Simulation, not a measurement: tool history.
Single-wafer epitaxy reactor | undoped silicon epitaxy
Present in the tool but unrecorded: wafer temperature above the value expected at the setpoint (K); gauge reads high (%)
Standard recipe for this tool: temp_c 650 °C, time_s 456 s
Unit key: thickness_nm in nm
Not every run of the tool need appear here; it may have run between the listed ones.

run,hour,temp_c,time_s,wafers since the last listed run,hours since the last pyrometer calibration,hours since the gauge calibration,"read-back reference wafer on the same gauge, thickness_nm",thickness_nm
1,0,658,456,0,2288.4,241.1,62.287,81.281
2,17.1,658,456,53,2305.5,258.2,62.257,81.334
3,29.9,658,456,39,2318.3,271,62.284,81.397
4,46.9,644,456,52,2335.3,288,62.286,56.825
5,56.4,644,456,29,2344.8,297.5,62.264,57.189
6,72.5,644,456,50,2360.9,313.6,62.296,57.212
7,83.9,650,483,35,2372.3,325,62.319,70.717
8,95.5,650,416,36,2383.9,336.6,62.305,60.591
9,110.3,650,416,45,2398.7,351.4,62.252,60.532
10,121.9,650,416,36,2410.3,363,62.277,60.924
11,134.8,661,456,40,2423.2,375.9,62.314,87.403
12,144.5,656,515,30,2432.9,385.6,62.335,86.942
13,158.7,662,456,44,2447.1,399.8,62.355,88.864
14,166.5,650,456,24,2454.9,407.6,62.331,66.46
# hour 181.1: gauge calibrated
15,207,642,498,125,2495.4,25.9,62.284,58.762
# hour 258.7: pyrometer calibrated
16,260.4,656,377,141,1.7,79.3,62.277,72.286
17,270.5,650,432,31,11.8,89.4,62.316,71.712
18,278.3,650,456,24,19.6,97.2,62.299,75.509
19,288.1,640,544,30,29.4,107,62.32,69.588
20,300.2,660,456,37,41.5,119.1,62.301,96.064
21,307,661,419,21,48.3,125.9,62.234,90.653
22,323.3,650,546,50,64.6,142.2,62.263,89.859
23,336.2,650,490,40,77.5,155.1,62.264,80.227

Forecast each of these 4 alternatives for the next run:
A,336.7,650,456,1,78,155.6,?,?
B,336.7,644,404,1,78,155.6,?,?
C,336.7,639,413,1,78,155.6,?,?
D,336.7,650,521,1,78,155.6,?,?

run,"read-back reference wafer on the same gauge, thickness_nm",thickness_nm
A,62.342,74.83
B,62.342,57.06
C,62.342,51.386
D,62.342,85.497
With no hidden state in the tool, these same runs would have given:
run,thickness_nm
A,74.347
B,56.685
C,51.045
D,84.944

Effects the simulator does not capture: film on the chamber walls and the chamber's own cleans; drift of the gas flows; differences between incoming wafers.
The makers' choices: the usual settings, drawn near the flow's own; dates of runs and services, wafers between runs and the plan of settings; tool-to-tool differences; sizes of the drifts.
